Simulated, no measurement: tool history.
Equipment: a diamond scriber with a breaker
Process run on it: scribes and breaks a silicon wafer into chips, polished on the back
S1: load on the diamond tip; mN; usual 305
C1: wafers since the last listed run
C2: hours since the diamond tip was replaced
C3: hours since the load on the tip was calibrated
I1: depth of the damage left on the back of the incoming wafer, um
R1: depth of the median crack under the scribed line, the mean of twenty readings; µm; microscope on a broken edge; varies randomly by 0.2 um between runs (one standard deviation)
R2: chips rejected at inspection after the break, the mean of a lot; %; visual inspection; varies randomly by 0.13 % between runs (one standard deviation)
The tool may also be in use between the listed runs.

run,hour,S1,C1,C2,C3,I1,R1,R2
1,0,305,0,665.2,1716.8,0.04,10.56,6.4
2,8.8,305,13,674,1725.6,0.04,10.92,7.24
3,19.7,305,16,684.9,1736.5,0.04,10.86,6.59
4,35.9,305,24,701.1,1752.7,0.03,10.39,6.55
5,52.9,305,26,718.1,1769.7,0.03,10.87,6.7
6,69.9,305,26,735.1,1786.7,0.01,10.62,8.55
7,86.6,305,25,751.8,1803.4,0.04,10.6,8.29
8,103.6,305,26,768.8,1820.4,0.03,10.6,9.12
9,113.9,305,15,779.1,1830.7,0.02,10.73,8.76
10,126,260,18,791.2,1842.8,0.02,9.66,16.21
11,141.2,260,23,806.4,1858,0.03,9.8,17.1
12,150.1,305,13,815.3,1866.9,0.04,10.67,9.24
# hour 156.9: diamond tip replaced by a new one, of another model than before
13,158.4,283,9,1.5,1875.2,0.02,11.87,2.08
14,166.4,305,12,9.5,1883.2,0.03,12.34,1.72
15,177.5,305,17,20.6,1894.3,0.04,12.21,2.13
16,195.3,305,27,38.4,1912.1,0.01,12.11,1.77
17,204.8,305,14,47.9,1921.6,0.03,12.11,1.87
18,221.3,305,25,64.4,1938.1,0.02,12.06,1.84
19,232.3,305,16,75.4,1949.1,0.03,11.88,1.66
20,239.8,347,11,82.9,1956.6,0.01,12.83,2.3
21,246.8,348,10,89.9,1963.6,0.03,12.42,1.94
22,258.1,305,17,101.2,1974.9,0.04,12.19,2
23,268.6,305,16,111.7,1985.4,0.05,12.43,1.95
24,279.5,341,16,122.6,1996.3,0.01,12.65,1.96
25,294.9,274,23,138,2011.7,0.02,11.68,3
26,302.4,364,11,145.5,2019.2,0.04,12.71,2.02
27,320.2,305,27,163.3,2037,0.04,12.11,2.13
28,335.6,280,23,178.7,2052.4,0.04,11.67,2.65
29,350.3,377,22,193.4,2067.1,0.04,13.01,2.18
# hour 356.8: load on the tip recalibrated
30,363,258,16,206.1,6.2,0.05,10.98,3.69
31,371.1,345,12,214.2,14.3,0.02,12.46,1.86
32,378.3,385,11,221.4,21.5,0.02,13,2.34
33,385.5,359,11,228.6,28.7,0.02,12.71,1.8
34,393.2,248,11,236.3,36.4,0.04,11.23,4.64
35,411.1,244,27,254.2,54.3,0.02,11.15,5.08

Run 36 comes next. What will it give?
36,419.4,222,12,262.5,62.6,0.02,?,?

{"run 36": {"R1": 10.76, "R2": 5.25}}
Without the tool's hidden state the same run would have given R1 11.32 µm, R2 3.04 %.
